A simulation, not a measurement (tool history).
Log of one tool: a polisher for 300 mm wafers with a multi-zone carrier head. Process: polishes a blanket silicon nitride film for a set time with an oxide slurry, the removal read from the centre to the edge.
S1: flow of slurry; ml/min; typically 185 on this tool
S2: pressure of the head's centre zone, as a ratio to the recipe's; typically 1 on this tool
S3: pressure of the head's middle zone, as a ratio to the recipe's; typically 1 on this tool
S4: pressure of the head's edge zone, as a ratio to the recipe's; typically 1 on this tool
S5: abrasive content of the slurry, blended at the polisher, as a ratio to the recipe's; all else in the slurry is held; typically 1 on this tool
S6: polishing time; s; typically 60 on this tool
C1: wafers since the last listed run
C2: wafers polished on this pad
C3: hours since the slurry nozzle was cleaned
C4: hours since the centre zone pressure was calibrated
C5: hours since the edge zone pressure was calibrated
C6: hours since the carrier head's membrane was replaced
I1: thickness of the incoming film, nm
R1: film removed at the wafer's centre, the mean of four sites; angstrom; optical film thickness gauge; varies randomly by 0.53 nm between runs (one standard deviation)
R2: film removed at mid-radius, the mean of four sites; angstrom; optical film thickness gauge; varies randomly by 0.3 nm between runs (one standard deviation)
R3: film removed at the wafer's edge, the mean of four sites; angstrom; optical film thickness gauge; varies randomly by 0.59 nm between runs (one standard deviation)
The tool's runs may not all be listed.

run   hour   S1    S2    S3    S4    S5  S6   C1   C2     C3     C4     C5      C6     I1   R1   R2   R3
  1      0  185     1     1     1     1  60    0  141  402.5  525.3  348.5  1610.6  383.1  427  470  470
  2   15.6  185  0.92     1     1     1  60  130  271  418.1  540.9  364.1  1626.2  388.4  404  473  464
  3   24.8  185     1     1     1     1  60   76  348  427.3  550.1  373.3  1635.4    387  438  463  463
  4   41.3  185     1     1     1     1  60  137  485  443.8  566.6  389.8  1651.9    386  438  469  476
      51.2  -- worn pad replaced by a new one
  5   51.7  185     1     1     1     1  60   53    4  454.2    577  400.2  1662.3  376.9  428  472  472
  6   57.9  185     1     1     1     1  60   51   56  460.4  583.2  406.4  1668.5  386.7  426  472  467
  7   79.1  185     1     1     1     1  60  176  232  481.6  604.4  427.6  1689.7  383.4  423  472  464
  8   87.7  185     1     1     1     1  60   71  304  490.2    613  436.2  1698.3  374.8  421  469  459
     104.8  -- carrier head's membrane replaced by a new one
  9  105.3  185     1     1     1  1.15  60  105  409  507.8  630.6  453.8     0.5  377.5  444  494  505
     117.2  -- worn pad replaced by a new one
 10  119.5  185     1     1     1     1  60   85   19    522  644.8    468    14.7  378.1  419  463  472
     126.3  -- centre zone pressure recalibrated
 11    135  205     1     1  0.88     1  60  112  131  537.5    8.7  483.5    30.2  382.9  496  477  443
     136.2  -- slurry nozzle cleaned
 12  142.2  185     1  0.95     1     1  60   51  183      6   15.9  490.7    37.4  384.9  483  451  464
 13  155.2  185     1  0.95  0.94     1  60  108  292     19   28.9  503.7    50.4    377  484  447  457
 14  167.9  205     1     1  0.88     1  60  105  397   31.7   41.6  516.4    63.1  378.7  488  475  452
     184.2  -- worn pad replaced by a new one
 15  184.7  185     1  1.12     1     1  71  106    3   48.5   58.4  533.2    79.9    382  572  606  555
     188.1  -- edge zone pressure recalibrated
 16    194  185     1     1     1     1  60   60   64   57.8   67.7    5.9    89.2  379.6  486  464  478
 17  205.9  185     1     1     1     1  60   99  164   69.7   79.6   17.8   101.1  382.3  476  464  467
 18  215.3  225     1  1.05     1     1  60   78  242   79.1     89   27.2   110.5  377.7  502  499  475
 19  224.3  120     1  1.06     1     1  67   75  317   88.1     98   36.2   119.5  375.5  491  499  479
 20  235.9  185     1     1  1.07     1  60   96  414   99.7  109.6   47.8   131.1  375.3  482  468  485
 21  244.5  205     1   1.1  1.06     1  53   71  485  108.3  118.2   56.4   139.7  380.7  434  453  433
     250.4  -- worn pad replaced by a new one
 22  254.5  185     1     1  0.96     1  60   50   34  118.3  128.2   66.4   149.7  374.4  487  470  451
 23  263.2  185     1     1     1     1  60   72  107    127  136.9   75.1   158.4  375.2  481  466  455

Here are 3 independent what-if runs from the current tool condition. What would each one return?
  A  263.6  185   1     1   1   1  60   3  110  127.4  137.3  75.5  158.8  380.7   ?   ?   ?
  B  263.6  185   1  0.96   1   1  45   3  110  127.4  137.3  75.5  158.8  380.7   ?   ?   ?
  C  263.6  185   1   0.9   1   1  60   3  110  127.4  137.3  75.5  158.8  380.7   ?   ?   ?

run   R1   R2   R3
  A  482  468  456
  B  361  339  342
  C  482  429  456
With no hidden state in the tool, these same runs would have given:
run   R1   R2   R3
  A  475  468  456
  B  356  339  342
  C  474  429  456

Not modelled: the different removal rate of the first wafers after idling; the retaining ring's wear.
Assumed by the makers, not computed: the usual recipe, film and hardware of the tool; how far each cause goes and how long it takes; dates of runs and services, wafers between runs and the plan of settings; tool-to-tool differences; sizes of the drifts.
